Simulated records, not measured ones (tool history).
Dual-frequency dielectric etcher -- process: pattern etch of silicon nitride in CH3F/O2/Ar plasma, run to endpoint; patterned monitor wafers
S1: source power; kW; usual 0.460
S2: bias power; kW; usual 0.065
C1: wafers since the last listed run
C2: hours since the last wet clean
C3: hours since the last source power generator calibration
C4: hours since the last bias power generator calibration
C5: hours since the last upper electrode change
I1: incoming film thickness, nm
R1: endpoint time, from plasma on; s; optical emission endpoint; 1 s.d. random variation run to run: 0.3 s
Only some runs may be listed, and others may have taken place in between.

run	day	S1	S2	C1	C2	C3	C4	C5	I1	R1
1	0.000	0.460	0.065	0	132.0	1749.0	2040.2	5015.7	35.29	45.4
2	0.929	0.460	0.065	302	154.3	1771.3	2062.5	5038.0	35.47	46.3
3	1.871	0.460	0.065	306	176.9	1793.9	2085.1	5060.6	35.10	45.8
4	3.183	0.460	0.058	426	208.4	1825.4	2116.6	5092.1	35.69	49.2
5	4.375	0.460	0.058	387	237.0	1854.0	2145.2	5120.7	35.43	48.1
6	4.879	0.460	0.065	163	249.1	1866.1	2157.3	5132.8	35.70	47.3
7	5.683	0.460	0.055	261	268.4	1885.4	2176.6	5152.1	35.76	50.0
8	6.329	0.460	0.065	210	283.9	1900.9	2192.1	5167.6	35.63	47.1
9	7.283	0.460	0.065	310	306.8	1923.8	2215.0	5190.5	35.72	47.8
10	8.046	0.460	0.065	247	325.1	1942.1	2233.3	5208.8	35.11	46.9
11	8.558	0.460	0.065	166	337.4	1954.4	2245.6	5221.1	35.52	47.6
12	9.871	0.530	0.065	426	368.9	1985.9	2277.1	5252.6	35.51	45.1
13	10.567	0.530	0.065	226	385.6	2002.6	2293.8	5269.3	35.44	45.1
14	11.388	0.460	0.065	266	405.3	2022.3	2313.5	5289.0	35.67	48.2
15	11.992	0.370	0.075	196	419.8	2036.8	2328.0	5303.5	35.82	49.5
16	13.138	0.540	0.052	372	447.3	2064.3	2355.5	5331.0	35.56	48.5
# day 14.746: wet clean of the chamber
17	15.892	0.560	0.061	570	27.5	2130.4	2421.6	5397.1	35.35	43.5
# day 16.212: source power generator calibrated
18	16.554	0.370	0.075	161	43.4	8.2	2437.5	5413.0	35.83	48.0
19	17.858	0.390	0.065	424	74.7	39.5	2468.8	5444.3	35.93	49.8
20	18.921	0.460	0.051	345	100.2	65.0	2494.3	5469.8	35.71	51.1
# day 19.388: bias power generator calibrated
# day 20.362: upper electrode replaced
21	20.383	0.460	0.065	104	135.3	100.1	23.9	0.5	35.46	46.0
22	20.883	0.390	0.055	162	147.3	112.1	35.9	12.5	35.01	51.4
23	22.100	0.460	0.065	395	176.5	141.3	65.1	41.7	35.48	46.9
24	23.446	0.460	0.072	437	208.8	173.6	97.4	74.0	35.62	45.1
25	24.329	0.520	0.071	287	230.0	194.8	118.6	95.2	35.62	43.7

Run 26 has not been measured yet. What should we expect?
26	25.183	0.460	0.065	277	250.5	215.3	139.1	115.7	35.38	?

{"run 26": {"R1": 47.5}}
Were there no unlogged condition in the tool, this run, its random variation unchanged, would have produced R1 46.0 s.
